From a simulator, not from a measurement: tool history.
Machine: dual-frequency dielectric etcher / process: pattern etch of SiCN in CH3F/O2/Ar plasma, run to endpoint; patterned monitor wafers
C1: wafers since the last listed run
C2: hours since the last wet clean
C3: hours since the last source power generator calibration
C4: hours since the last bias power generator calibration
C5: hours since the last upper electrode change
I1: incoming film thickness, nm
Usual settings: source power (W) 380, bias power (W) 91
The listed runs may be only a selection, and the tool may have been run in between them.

run 1 hour=0.0 | source_power_(W)=380 bias_power_(W)=84 | C1=0 C2=229.2 C3=2502.3 C4=4296.7 C5=4495.7 | I1=9.01 | endpoint_time_(s)=24.2
run 2 hour=12.9 | source_power_(W)=380 bias_power_(W)=84 | C1=158 C2=242.1 C3=2515.2 C4=4309.6 C5=4508.6 | I1=8.96 | endpoint_time_(s)=24.0
run 3 hour=19.1 | source_power_(W)=380 bias_power_(W)=91 | C1=76 C2=248.3 C3=2521.4 C4=4315.8 C5=4514.8 | I1=8.94 | endpoint_time_(s)=23.6
run 4 hour=31.2 | source_power_(W)=380 bias_power_(W)=91 | C1=148 C2=260.4 C3=2533.5 C4=4327.9 C5=4526.9 | I1=8.95 | endpoint_time_(s)=23.7
run 5 hour=42.1 | source_power_(W)=410 bias_power_(W)=91 | C1=133 C2=271.3 C3=2544.4 C4=4338.8 C5=4537.8 | I1=8.84 | endpoint_time_(s)=22.8
run 6 hour=88.2 | source_power_(W)=410 bias_power_(W)=91 | C1=565 C2=317.4 C3=2590.5 C4=4384.9 C5=4583.9 | I1=8.85 | endpoint_time_(s)=22.7
run 7 hour=98.6 | source_power_(W)=410 bias_power_(W)=91 | C1=127 C2=327.8 C3=2600.9 C4=4395.3 C5=4594.3 | I1=8.89 | endpoint_time_(s)=22.7
-- hour=119.5 bias power generator calibrated
-- hour=125.8 source power generator calibrated
-- hour=159.6 upper electrode replaced
-- hour=175.8 wet clean of the chamber
run 8 hour=176.3 | source_power_(W)=380 bias_power_(W)=102 | C1=361 C2=0.5 C3=50.5 C4=56.8 C5=16.7 | I1=8.79 | endpoint_time_(s)=23.3
run 9 hour=176.6 | source_power_(W)=380 bias_power_(W)=102 | C1=3 C2=0.8 C3=50.8 C4=57.1 C5=17.0 | I1=8.98 | endpoint_time_(s)=23.9
run 10 hour=177.0 | source_power_(W)=380 bias_power_(W)=102 | C1=4 C2=1.2 C3=51.2 C4=57.5 C5=17.4 | I1=8.86 | endpoint_time_(s)=23.5
run 11 hour=188.1 | source_power_(W)=320 bias_power_(W)=91 | C1=136 C2=12.3 C3=62.3 C4=68.6 C5=28.5 | I1=8.90 | endpoint_time_(s)=25.1
run 12 hour=195.1 | source_power_(W)=320 bias_power_(W)=91 | C1=85 C2=19.3 C3=69.3 C4=75.6 C5=35.5 | I1=8.83 | endpoint_time_(s)=24.9
run 13 hour=201.9 | source_power_(W)=380 bias_power_(W)=105 | C1=83 C2=26.1 C3=76.1 C4=82.4 C5=42.3 | I1=8.91 | endpoint_time_(s)=23.4
run 14 hour=208.3 | source_power_(W)=380 bias_power_(W)=105 | C1=78 C2=32.5 C3=82.5 C4=88.8 C5=48.7 | I1=8.82 | endpoint_time_(s)=22.9
run 15 hour=219.0 | source_power_(W)=420 bias_power_(W)=77 | C1=131 C2=43.2 C3=93.2 C4=99.5 C5=59.4 | I1=8.94 | endpoint_time_(s)=24.4
run 16 hour=236.6 | source_power_(W)=380 bias_power_(W)=105 | C1=216 C2=60.8 C3=110.8 C4=117.1 C5=77.0 | I1=8.87 | endpoint_time_(s)=23.0
run 17 hour=243.4 | source_power_(W)=380 bias_power_(W)=91 | C1=83 C2=67.6 C3=117.6 C4=123.9 C5=83.8 | I1=8.85 | endpoint_time_(s)=23.8
run 18 hour=256.7 | source_power_(W)=340 bias_power_(W)=70 | C1=163 C2=80.9 C3=130.9 C4=137.2 C5=97.1 | I1=8.92 | endpoint_time_(s)=26.1
run 19 hour=291.6 | source_power_(W)=340 bias_power_(W)=79 | C1=428 C2=115.8 C3=165.8 C4=172.1 C5=132.0 | I1=8.86 | endpoint_time_(s)=25.0
run 20 hour=308.4 | source_power_(W)=410 bias_power_(W)=91 | C1=206 C2=132.6 C3=182.6 C4=188.9 C5=148.8 | I1=8.87 | endpoint_time_(s)=22.9
run 21 hour=315.0 | source_power_(W)=450 bias_power_(W)=71 | C1=81 C2=139.2 C3=189.2 C4=195.5 C5=155.4 | I1=8.95 | endpoint_time_(s)=24.0
run 22 hour=322.9 | source_power_(W)=450 bias_power_(W)=91 | C1=96 C2=147.1 C3=197.1 C4=203.4 C5=163.3 | I1=8.91 | endpoint_time_(s)=22.6
run 23 hour=334.0 | source_power_(W)=380 bias_power_(W)=74 | C1=136 C2=158.2 C3=208.2 C4=214.5 C5=174.4 | I1=8.97 | endpoint_time_(s)=24.9
run 24 hour=352.0 | source_power_(W)=380 bias_power_(W)=113 | C1=220 C2=176.2 C3=226.2 C4=232.5 C5=192.4 | I1=8.91 | endpoint_time_(s)=22.3
run 25 hour=358.8 | source_power_(W)=310 bias_power_(W)=112 | C1=83 C2=183.0 C3=233.0 C4=239.3 C5=199.2 | I1=8.89 | endpoint_time_(s)=23.3
run 26 hour=370.6 | source_power_(W)=310 bias_power_(W)=69 | C1=144 C2=194.8 C3=244.8 C4=251.1 C5=211.0 | I1=8.96 | endpoint_time_(s)=26.2
run 27 hour=383.5 | source_power_(W)=420 bias_power_(W)=99 | C1=158 C2=207.7 C3=257.7 C4=264.0 C5=223.9 | I1=8.88 | endpoint_time_(s)=22.3
run 28 hour=393.9 | source_power_(W)=320 bias_power_(W)=82 | C1=127 C2=218.1 C3=268.1 C4=274.4 C5=234.3 | I1=8.92 | endpoint_time_(s)=25.1

Branching from run 28: 5 alternative next runs. What would each branch give?
run A hour=394.3 | source_power_(W)=460 bias_power_(W)=91 | C1=4 C2=218.5 C3=268.5 C4=274.8 C5=234.7 | I1=8.96 | endpoint_time_(s)=?
run B hour=394.3 | source_power_(W)=480 bias_power_(W)=106 | C1=4 C2=218.5 C3=268.5 C4=274.8 C5=234.7 | I1=8.96 | endpoint_time_(s)=?
run C hour=394.3 | source_power_(W)=300 bias_power_(W)=111 | C1=4 C2=218.5 C3=268.5 C4=274.8 C5=234.7 | I1=8.96 | endpoint_time_(s)=?
run D hour=394.3 | source_power_(W)=380 bias_power_(W)=72 | C1=4 C2=218.5 C3=268.5 C4=274.8 C5=234.7 | I1=8.96 | endpoint_time_(s)=?
run E hour=394.3 | source_power_(W)=380 bias_power_(W)=110 | C1=4 C2=218.5 C3=268.5 C4=274.8 C5=234.7 | I1=8.96 | endpoint_time_(s)=?

run=A endpoint_time_(s)=22.7
run=B endpoint_time_(s)=21.6
run=C endpoint_time_(s)=23.8
run=D endpoint_time_(s)=25.0
run=E endpoint_time_(s)=22.6
Without the tool's hidden state the same runs would have given:
run=A endpoint_time_(s)=23.3
run=B endpoint_time_(s)=22.2
run=C endpoint_time_(s)=24.5
run=D endpoint_time_(s)=25.7
run=E endpoint_time_(s)=23.3
